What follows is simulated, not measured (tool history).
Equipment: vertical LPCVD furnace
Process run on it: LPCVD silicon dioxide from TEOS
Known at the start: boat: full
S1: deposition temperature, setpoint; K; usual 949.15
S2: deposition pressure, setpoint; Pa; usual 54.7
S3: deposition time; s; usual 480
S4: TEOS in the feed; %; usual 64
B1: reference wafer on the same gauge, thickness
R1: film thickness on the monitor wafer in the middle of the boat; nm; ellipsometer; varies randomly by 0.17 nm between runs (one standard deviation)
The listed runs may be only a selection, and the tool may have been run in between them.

run    hour      S1    S2   S3  S4     B1     R1
  1     0.0  949.15  60.0  480  64  31.09  41.85
  2   184.4  949.15  60.0  480  64  31.11  41.91
  3   222.6  949.15  60.0  480  64  31.06  41.90
  4   320.2  949.15  54.7  480  64  31.10  40.09
      364.5  -- pressure gauge zeroed
  5   365.0  949.15  54.7  480  64  31.04  39.96
  6   409.1  949.15  54.7  480  64  31.14  39.92
      456.3  -- thermocouples replaced and temperature profile calibrated
  7   496.4  949.15  54.7  480  64  31.07  42.15
      559.6  -- gauge calibrated
  8   566.5  957.15  54.7  480  64  31.12  51.12
  9   629.4  959.15  54.7  480  61  31.14  52.29
      675.9  -- thermocouples replaced and temperature profile calibrated, repeated, since the last time left the tool worse
      690.6  -- TEOS flow controller replaced
 10   691.1  949.15  54.7  480  64  31.06  37.37
 11   716.7  953.15  54.7  630  64  31.06  54.71
 12   848.9  954.15  54.7  390  58  31.13  33.37
 13   943.7  949.15  54.7  540  64  31.08  42.85
 14  1050.8  949.15  54.7  480  68  31.03  39.51

Difference, measured minus no-hidden-state, one row per run. Run-to-run variation is common to both terms; the gauge's own scatter need not be:
Hidden conditions of the tool in this case: true tube temperature minus thermocouple reading, K; true pressure minus gauge reading, mTorr; deviation of the TEOS flow from its setpoint, %; gauge reads high (%).
run     R1
  1  +2.66
  2  +2.71
  3  +2.72
  4  +2.62
  5  +2.62
  6  +2.62
  7  +4.65
  8  +5.72
  9  +5.99
 10  +0.24
 11  +0.44
 12  +0.50
 13  +0.86
 14  +0.98

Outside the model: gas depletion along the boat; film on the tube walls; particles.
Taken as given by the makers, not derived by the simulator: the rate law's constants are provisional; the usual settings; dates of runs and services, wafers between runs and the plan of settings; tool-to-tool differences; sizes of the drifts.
